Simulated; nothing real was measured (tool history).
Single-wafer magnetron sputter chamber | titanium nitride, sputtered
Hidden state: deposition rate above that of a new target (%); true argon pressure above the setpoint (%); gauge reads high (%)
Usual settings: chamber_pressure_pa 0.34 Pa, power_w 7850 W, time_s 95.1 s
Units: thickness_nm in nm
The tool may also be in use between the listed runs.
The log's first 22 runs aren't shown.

run	hour	chamber_pressure_pa	power_w	time_s	wafers since the last listed run	wafers on the sputter target	hours since the last manometer calibration	hours since the magnet pack was replaced	hours since the gauge calibration	read-back reference wafer on the same gauge, thickness_nm	thickness_nm
# hour 529.9: gauge calibrated
23	530.8	0.34	9250	77.9	175	2574	333.6	62.3	0.9	130.019	121.143
24	554.7	0.34	7850	95.1	280	2855	357.5	86.2	24.8	130.229	129.435
25	583	0.34	7850	109	332	3188	385.8	114.5	53.1	130.327	146.594
# hour 591.7: sputter target and shields replaced
26	601.6	0.34	7050	95.1	124	116	404.4	133.1	71.7	129.767	122.501
27	629.4	0.34	6750	95.1	326	443	432.2	160.9	99.5	130.248	117.681
28	726.8	0.418	7250	106.7	1144	1588	529.6	258.3	196.9	129.937	134.131
29	756.1	0.408	9750	82.7	344	1932	558.9	287.6	226.2	130.475	132.201
30	781.8	0.34	7850	95.1	302	2234	584.6	313.3	251.9	129.995	128.858
31	811	0.34	6000	95.1	343	2577	613.8	342.5	281.1	130.198	103.423
32	846.7	0.452	7850	81.9	419	2997	649.5	378.2	316.8	129.966	105.838
33	863.9	0.454	7850	84.8	202	3199	666.7	395.4	334	129.939	110.085
34	894.9	0.34	7850	95.1	364	3563	697.7	426.4	365	129.972	128.108

Forecast each of these 5 alternatives for the next run:
A	895.3	0.34	7850	95.1	4	3568	698.1	426.8	365.4	?	?
B	895.3	0.216	6250	82	4	3568	698.1	426.8	365.4	?	?
C	895.3	0.34	9600	95.1	4	3568	698.1	426.8	365.4	?	?
D	895.3	0.466	7300	90.3	4	3568	698.1	426.8	365.4	?	?
E	895.3	0.43	8350	81.8	4	3568	698.1	426.8	365.4	?	?

run	read-back reference wafer on the same gauge, thickness_nm	thickness_nm
A	129.925	129.345
B	129.925	96.877
C	129.925	152.714
D	129.925	111.326
E	129.925	113.715
Without the tool's hidden state the same runs would have given:
run	thickness_nm
A	135.036
B	101.139
C	159.434
D	116.224
E	118.719

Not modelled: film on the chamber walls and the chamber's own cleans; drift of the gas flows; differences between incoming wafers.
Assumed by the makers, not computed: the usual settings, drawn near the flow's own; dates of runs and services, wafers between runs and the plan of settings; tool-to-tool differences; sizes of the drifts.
